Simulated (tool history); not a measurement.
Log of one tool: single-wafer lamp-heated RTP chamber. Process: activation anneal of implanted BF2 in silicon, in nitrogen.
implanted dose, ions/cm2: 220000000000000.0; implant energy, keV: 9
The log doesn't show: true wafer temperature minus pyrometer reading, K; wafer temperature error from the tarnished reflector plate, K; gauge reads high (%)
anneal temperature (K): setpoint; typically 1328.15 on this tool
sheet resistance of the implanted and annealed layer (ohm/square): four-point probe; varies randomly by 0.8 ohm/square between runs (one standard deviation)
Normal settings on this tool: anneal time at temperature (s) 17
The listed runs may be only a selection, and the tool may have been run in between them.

run   hour  anneal temperature (K)  anneal time at temperature (s)  wafers since the last listed run  wafers since the last pyrometer calibration  wafers since the reflector plate was cleaned  hours since the gauge calibration  read-back reference wafer on the same gauge, sheet resistance  sheet resistance of the implanted and annealed layer (ohm/square)
  1      0                 1328.15                              17                                 0                                         5037                                          4873                              127.5                                                         521.81                                                             484.92
  2   31.1                 1328.15                              17                               390                                         5427                                          5264                              158.6                                                         521.76                                                             484.81
  3   84.8                 1328.15                              17                               673                                         6101                                          5938                              212.3                                                         521.98                                                             485.34
  4  196.3                 1328.15                              17                              1399                                         7500                                          7337                              323.8                                                         522.04                                                             485.06
  5    241                 1328.15                              17                               560                                         8061                                          7898                              368.5                                                         521.83                                                             484.32
  6  286.3                 1328.15                              17                               568                                         8630                                          8466                              413.8                                                         521.66                                                             483.81
       298  -- pyrometer window cleaned and pyrometer calibrated
  7  325.2                 1328.15                              17                               387                                          341                                          8854                              452.7                                                         522.12                                                             489.41
  8  362.3                 1328.15                              17                               465                                          806                                          9320                              489.8                                                         521.65                                                             488.59
  9  428.2                 1345.15                              26                               826                                         1633                                         10147                              555.7                                                         522.01                                                              473.6
     443.5  -- gauge calibrated
     447.1  -- reflector plate cleaned
 10  476.9                 1328.15                              17                               510                                         2144                                           373                               33.4                                                         522.48                                                             489.28
 11  503.3                 1345.15                               9                               331                                         2475                                           705                               59.8                                                         522.29                                                             495.51
 12  545.1                 1320.15                               9                               524                                         3000                                          1229                              101.6                                                         522.02                                                             501.06
 13  569.5                 1336.15                               9                               306                                         3306                                          1535                                126                                                         521.73                                                             496.02
 14  638.5                 1314.15                              21                               865                                         4172                                          2401                                195                                                          521.8                                                             489.82
 15  695.5                 1354.15                              10                               715                                         4887                                          3116                                252                                                         521.81                                                             490.05
 16    753                 1328.15                              27                               721                                         5609                                          3838                              309.5                                                         522.26                                                             478.93
 17    784                 1328.15                              26                               389                                         5998                                          4227                              340.5                                                         522.07                                                              479.2

Alternative continuations, all from the tool just after run 17; predict every row:
  A  784.4                 1355.15                              17                                 5                                         6003                                          4232                              340.9                                                              ?                                                                  ?
  B  784.4                 1328.15                              12                                 5                                         6003                                          4232                              340.9                                                              ?                                                                  ?
  C  784.4                 1328.15                              11                                 5                                         6003                                          4232                              340.9                                                              ?                                                                  ?
  D  784.4                 1310.15                               8                                 5                                         6003                                          4232                              340.9                                                              ?                                                                  ?
  E  784.4                 1313.15                              25                                 5                                         6003                                          4232                              340.9                                                              ?                                                                  ?

run  read-back reference wafer on the same gauge, sheet resistance  sheet resistance of the implanted and annealed layer (ohm/square)
  A                                                          522.1                                                             476.53
  B                                                          522.1                                                             492.41
  C                                                          522.1                                                             493.81
  D                                                          522.1                                                             504.67
  E                                                          522.1                                                             485.03
With no hidden state in the tool, these same runs would have given:
run  sheet resistance of the implanted and annealed layer (ohm/square)
  A                                                              479.2
  B                                                             494.17
  C                                                             495.53
  D                                                             507.69
  E                                                             487.34
